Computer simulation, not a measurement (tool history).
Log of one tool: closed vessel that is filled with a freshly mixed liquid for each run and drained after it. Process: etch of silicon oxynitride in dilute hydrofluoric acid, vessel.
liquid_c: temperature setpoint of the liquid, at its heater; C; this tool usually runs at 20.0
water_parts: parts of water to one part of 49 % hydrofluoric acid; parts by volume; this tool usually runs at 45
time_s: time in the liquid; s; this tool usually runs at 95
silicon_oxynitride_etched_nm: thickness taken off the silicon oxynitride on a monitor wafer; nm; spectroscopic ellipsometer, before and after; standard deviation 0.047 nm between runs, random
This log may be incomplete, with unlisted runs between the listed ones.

run     day  liquid_c  water_parts  time_s  read-back film thickness of the silicon oxynitride reference wafer, read on the same gauge (nm)  silicon_oxynitride_etched_nm
  1   0.000      20.0           45      65                                                                                           30.031                         3.635
  2   0.525      20.0           45      95                                                                                           29.986                         5.270
  3   0.904      20.0           45      95                                                                                           30.006                         5.278
  4   2.229      20.0           45      95                                                                                           30.013                         5.342
  5   2.917      20.0           45      95                                                                                           30.032                         5.246
  6   3.442      20.0           45      95                                                                                           29.975                         5.251
  7   3.879      20.0           40      95                                                                                           29.975                         6.043
  8   4.154      20.0           40      95                                                                                           29.995                         5.954
  9   4.612      20.0           40      95                                                                                           29.978                         6.020
 10   5.329      20.0           45     115                                                                                           29.990                         6.448
 11   5.679      22.5           40     120                                                                                           30.016                         8.667
      5.750  -- gauge calibrated
 12   5.971      20.0           45      95                                                                                           30.009                         5.329
 13   6.379      20.0           50      95                                                                                           30.013                         4.811
 14   6.783      20.0           45      95                                                                                           30.005                         5.337
 15   7.396      22.0           50      95                                                                                           30.018                         5.263
 16   8.046      17.5           45      50                                                                                           30.010                         2.491
 17   8.550      20.0           45      95                                                                                           30.003                         5.445
 18   8.917      17.0           55     140                                                                                           30.020                         5.592
 19   9.200      17.5           55      95                                                                                           29.961                         3.834
 20   9.654      20.0           45      95                                                                                           30.019                         5.384
 21  10.304      20.0           45     115                                                                                           29.941                         6.474
     10.575  -- hydrofluoric acid flow meter replaced
 22  10.742      20.0           45      95                                                                                           29.978                         5.349
 23  11.029      20.0           45      95                                                                                           29.986                         5.271
     11.538  -- thermometer replaced
 24  11.642      20.0           55     145                                                                                           30.008                         6.006

Forecast run 25:
 25  11.992      22.0           45      45                                                                                                ?                             ?

Run 25 gave read-back film thickness of the silicon oxynitride reference wafer, read on the same gauge (nm) 30.000, silicon_oxynitride_etched_nm 2.557 nm.
Take away the tool's hidden state, keep the run-to-run variation as it was, and the same run would have given silicon_oxynitride_etched_nm 2.509 nm.
